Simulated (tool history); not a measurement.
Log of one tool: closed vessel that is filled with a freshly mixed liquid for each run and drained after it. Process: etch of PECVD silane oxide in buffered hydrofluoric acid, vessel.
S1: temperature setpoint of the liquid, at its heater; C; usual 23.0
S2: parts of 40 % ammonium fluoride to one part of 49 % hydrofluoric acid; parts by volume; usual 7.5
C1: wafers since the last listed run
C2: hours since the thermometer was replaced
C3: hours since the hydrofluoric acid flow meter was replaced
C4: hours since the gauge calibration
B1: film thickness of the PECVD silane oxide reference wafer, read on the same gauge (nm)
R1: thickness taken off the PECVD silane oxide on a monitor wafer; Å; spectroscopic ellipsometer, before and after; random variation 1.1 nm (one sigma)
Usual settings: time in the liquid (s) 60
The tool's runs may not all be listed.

run 1 hour=0.0 | S1=23.0 S2=9.0 time_in_the_liquid_(s)=60 | C1=0 C2=744.7 C3=761.4 C4=63.0 | B1=149.37 | R1=1440.3
run 2 hour=149.2 | S1=23.0 S2=7.5 time_in_the_liquid_(s)=60 | C1=22247 C2=893.9 C3=910.6 C4=212.2 | B1=149.11 | R1=1751.2
run 3 hour=229.0 | S1=23.0 S2=7.5 time_in_the_liquid_(s)=60 | C1=11899 C2=973.7 C3=990.4 C4=292.0 | B1=148.93 | R1=1769.4
run 4 hour=320.0 | S1=23.0 S2=7.0 time_in_the_liquid_(s)=45 | C1=13569 C2=1064.7 C3=1081.4 C4=383.0 | B1=148.78 | R1=1407.6
-- hour=408.6 thermometer replaced
run 5 hour=415.5 | S1=23.0 S2=7.0 time_in_the_liquid_(s)=45 | C1=14090 C2=6.9 C3=1176.9 C4=478.5 | B1=148.60 | R1=1408.1
run 6 hour=456.8 | S1=23.0 S2=7.0 time_in_the_liquid_(s)=45 | C1=6158 C2=48.2 C3=1218.2 C4=519.8 | B1=148.51 | R1=1404.7
run 7 hour=510.1 | S1=23.0 S2=7.5 time_in_the_liquid_(s)=60 | C1=7947 C2=101.5 C3=1271.5 C4=573.1 | B1=148.41 | R1=1751.1
run 8 hour=568.8 | S1=23.0 S2=7.5 time_in_the_liquid_(s)=60 | C1=8752 C2=160.2 C3=1330.2 C4=631.8 | B1=148.30 | R1=1743.7
run 9 hour=652.2 | S1=27.5 S2=5.5 time_in_the_liquid_(s)=90 | C1=12435 C2=243.6 C3=1413.6 C4=715.2 | B1=148.18 | R1=4437.2
run 10 hour=835.6 | S1=23.0 S2=7.5 time_in_the_liquid_(s)=60 | C1=27346 C2=427.0 C3=1597.0 C4=898.6 | B1=147.80 | R1=1746.1
run 11 hour=884.0 | S1=23.0 S2=7.5 time_in_the_liquid_(s)=60 | C1=7216 C2=475.4 C3=1645.4 C4=947.0 | B1=147.70 | R1=1714.5
run 12 hour=931.6 | S1=21.5 S2=7.5 time_in_the_liquid_(s)=60 | C1=7097 C2=523.0 C3=1693.0 C4=994.6 | B1=147.58 | R1=1579.5
run 13 hour=976.4 | S1=23.0 S2=5.5 time_in_the_liquid_(s)=60 | C1=6680 C2=567.8 C3=1737.8 C4=1039.4 | B1=147.55 | R1=2295.7
run 14 hour=1021.3 | S1=26.0 S2=8.0 time_in_the_liquid_(s)=60 | C1=6695 C2=612.7 C3=1782.7 C4=1084.3 | B1=147.44 | R1=1885.4
run 15 hour=1115.1 | S1=23.0 S2=7.5 time_in_the_liquid_(s)=60 | C1=13986 C2=706.5 C3=1876.5 C4=1178.1 | B1=147.24 | R1=1706.1
run 16 hour=1174.9 | S1=23.0 S2=7.5 time_in_the_liquid_(s)=60 | C1=8916 C2=766.3 C3=1936.3 C4=1237.9 | B1=147.11 | R1=1726.4
-- hour=1228.7 hydrofluoric acid flow meter replaced
run 17 hour=1243.8 | S1=26.0 S2=6.5 time_in_the_liquid_(s)=40 | C1=10124 C2=835.2 C3=15.1 C4=1306.8 | B1=147.04 | R1=1537.5
run 18 hour=1281.1 | S1=27.5 S2=7.5 time_in_the_liquid_(s)=80 | C1=5561 C2=872.5 C3=52.4 C4=1344.1 | B1=146.97 | R1=2911.8
run 19 hour=1359.9 | S1=21.0 S2=10.5 time_in_the_liquid_(s)=30 | C1=11749 C2=951.3 C3=131.2 C4=1422.9 | B1=146.80 | R1=563.3
run 20 hour=1419.9 | S1=23.0 S2=8.5 time_in_the_liquid_(s)=60 | C1=8946 C2=1011.3 C3=191.2 C4=1482.9 | B1=146.71 | R1=1491.1
run 21 hour=1457.8 | S1=23.0 S2=10.0 time_in_the_liquid_(s)=60 | C1=5651 C2=1049.2 C3=229.1 C4=1520.8 | B1=146.62 | R1=1314.9
run 22 hour=1537.4 | S1=25.5 S2=8.5 time_in_the_liquid_(s)=60 | C1=11869 C2=1128.8 C3=308.7 C4=1600.4 | B1=146.46 | R1=1711.4
-- hour=1547.0 thermometer replaced
run 23 hour=1620.7 | S1=20.0 S2=5.0 time_in_the_liquid_(s)=60 | C1=12271 C2=73.7 C3=392.0 C4=1683.7 | B1=146.34 | R1=2090.9
run 24 hour=1676.7 | S1=23.0 S2=7.5 time_in_the_liquid_(s)=60 | C1=8350 C2=129.7 C3=448.0 C4=1739.7 | B1=146.23 | R1=1707.6
run 25 hour=1730.3 | S1=23.0 S2=7.5 time_in_the_liquid_(s)=60 | C1=7992 C2=183.3 C3=501.6 C4=1793.3 | B1=146.11 | R1=1711.9
run 26 hour=1821.4 | S1=19.5 S2=8.5 time_in_the_liquid_(s)=50 | C1=13583 C2=274.4 C3=592.7 C4=1884.4 | B1=145.94 | R1=1027.0
run 27 hour=1912.7 | S1=26.5 S2=5.5 time_in_the_liquid_(s)=35 | C1=13613 C2=365.7 C3=684.0 C4=1975.7 | B1=145.75 | R1=1588.8
run 28 hour=1962.4 | S1=19.5 S2=10.0 time_in_the_liquid_(s)=85 | C1=7410 C2=415.4 C3=733.7 C4=2025.4 | B1=145.67 | R1=1520.6
run 29 hour=2035.0 | S1=26.0 S2=7.5 time_in_the_liquid_(s)=85 | C1=10825 C2=488.0 C3=806.3 C4=2098.0 | B1=145.50 | R1=2826.5
run 30 hour=2084.5 | S1=27.0 S2=9.0 time_in_the_liquid_(s)=90 | C1=7380 C2=537.5 C3=855.8 C4=2147.5 | B1=145.42 | R1=2624.6
run 31 hour=2171.7 | S1=26.0 S2=7.5 time_in_the_liquid_(s)=60 | C1=13002 C2=624.7 C3=943.0 C4=2234.7 | B1=145.26 | R1=2014.0
run 32 hour=2223.7 | S1=19.5 S2=8.5 time_in_the_liquid_(s)=50 | C1=7753 C2=676.7 C3=995.0 C4=2286.7 | B1=145.18 | R1=1019.1
-- hour=2280.5 gauge calibrated
run 33 hour=2302.3 | S1=23.0 S2=7.5 time_in_the_liquid_(s)=60 | C1=11720 C2=755.3 C3=1073.6 C4=21.8 | B1=149.99 | R1=1750.9

What the log doesn't show, run by run:
liquid colder than its thermometer reads (K): 0 in every run
hydrofluoric acid flow above the setpoint (%): 0 in every run
H1: gauge reads high (%)
run=1 H1=-0.423
run=2 H1=-0.61
run=3 H1=-0.71
run=4 H1=-0.825
run=5 H1=-0.945
run=6 H1=-0.997
run=7 H1=-1.06
run=8 H1=-1.14
run=9 H1=-1.24
run=10 H1=-1.47
run=11 H1=-1.53
run=12 H1=-1.59
run=13 H1=-1.65
run=14 H1=-1.71
run=15 H1=-1.82
run=16 H1=-1.9
run=17 H1=-1.98
run=18 H1=-2.03
run=19 H1=-2.13
run=20 H1=-2.21
run=21 H1=-2.25
run=22 H1=-2.35
run=23 H1=-2.46
run=24 H1=-2.53
run=25 H1=-2.6
run=26 H1=-2.71
run=27 H1=-2.83
run=28 H1=-2.89
run=29 H1=-2.98
run=30 H1=-3.04
run=31 H1=-3.15
run=32 H1=-3.22
run=33 H1=-0.00473

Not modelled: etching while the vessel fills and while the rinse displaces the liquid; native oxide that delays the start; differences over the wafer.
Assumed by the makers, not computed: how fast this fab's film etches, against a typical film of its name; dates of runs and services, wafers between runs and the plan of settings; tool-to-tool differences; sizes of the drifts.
